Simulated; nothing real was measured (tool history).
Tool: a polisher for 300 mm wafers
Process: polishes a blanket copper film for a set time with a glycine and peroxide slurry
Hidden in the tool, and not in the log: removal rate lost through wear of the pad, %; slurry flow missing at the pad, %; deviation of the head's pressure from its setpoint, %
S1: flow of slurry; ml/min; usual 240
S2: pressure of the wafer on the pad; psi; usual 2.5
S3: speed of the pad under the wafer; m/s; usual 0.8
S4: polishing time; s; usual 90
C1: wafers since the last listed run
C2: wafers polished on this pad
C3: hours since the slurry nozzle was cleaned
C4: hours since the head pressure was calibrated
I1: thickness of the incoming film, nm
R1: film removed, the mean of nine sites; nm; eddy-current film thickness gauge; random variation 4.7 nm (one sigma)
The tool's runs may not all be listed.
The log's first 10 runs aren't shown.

run   hour   S1   S2    S3   S4   C1   C2     C3     C4      I1     R1
 11    132  240  2.5   0.8   90  112  773  397.6  206.7  1949.2  260.6
     148.9  -- worn pad replaced by a new one
 12  149.4  240  2.5   0.8   90   95    3    415  224.1  1950.4  298.7
 13  157.2  240  2.5   0.8   90   55   59  422.8  231.9  1946.5  291.1
 14  169.6  275  2.5  0.66   90   88  147  435.2  244.3  1959.6  243.6
 15  183.9  275  2.5  0.66   90  101  249  449.5  258.6  1955.6  242.1
 16  196.9  275  2.5  0.66   90   92  342  462.5  271.6  1947.3  231.7
 17  211.9  240  2.5   0.8   90  106  449  477.5  286.6  1934.6  268.6
 18  224.3  240  2.5   0.8   90   88  537  489.9    299  1945.4  270.5
 19  231.5  240  2.5   0.8   90   51  589  497.1  306.2  1944.7  261.4
 20  242.4  290  3.1   0.8   90   77  666    508  317.1  1933.2  309.7
     245.7  -- slurry nozzle cleaned
 21  253.9  240  2.5   0.8   90   74  741    8.2  328.6  1910.3  259.9
     285.9  -- head pressure recalibrated
       290  -- worn pad replaced by a new one
 22  290.5  240  2.9   0.6   90  218    3   44.8    4.6  1969.7  270.4
 23  295.6  240  1.9   0.8   90   36   39   49.9    9.7  1945.6  257.6
 24  303.9  205  1.7  1.02   67   59   98   58.2     18  1966.6  204.3
 25  313.8  240  2.5   0.7   77   70  169   68.1   27.9  1962.6  226.8
 26  326.4  240  2.5   0.6  120   89  259   80.7   40.5  1917.7  298.4
 27  343.6  240  2.1   0.8  110  122  381   97.9   57.7  1976.9  302.7
 28  360.1  190  2.5   0.8   90  117  499  114.4   74.2  1915.2  264.6
 29  372.5  175  2.5  1.04   69   88  587  126.8   86.6  1926.4    246
 30  384.7  240  2.5   0.8   90   86  674    139   98.8    1960  268.9
 31  397.2  175  2.8   0.8   90   89  764  151.5  111.3    1948  283.1

Forecast run 32:
     439.4  -- worn pad replaced by a new one
 32  439.9  200  2.5  0.92  73  275   3  194.2  154  1961.4   ?

Run 32 gave R1 267.3 nm.
Without the tool's hidden state the same run would have given R1 280.2 nm.
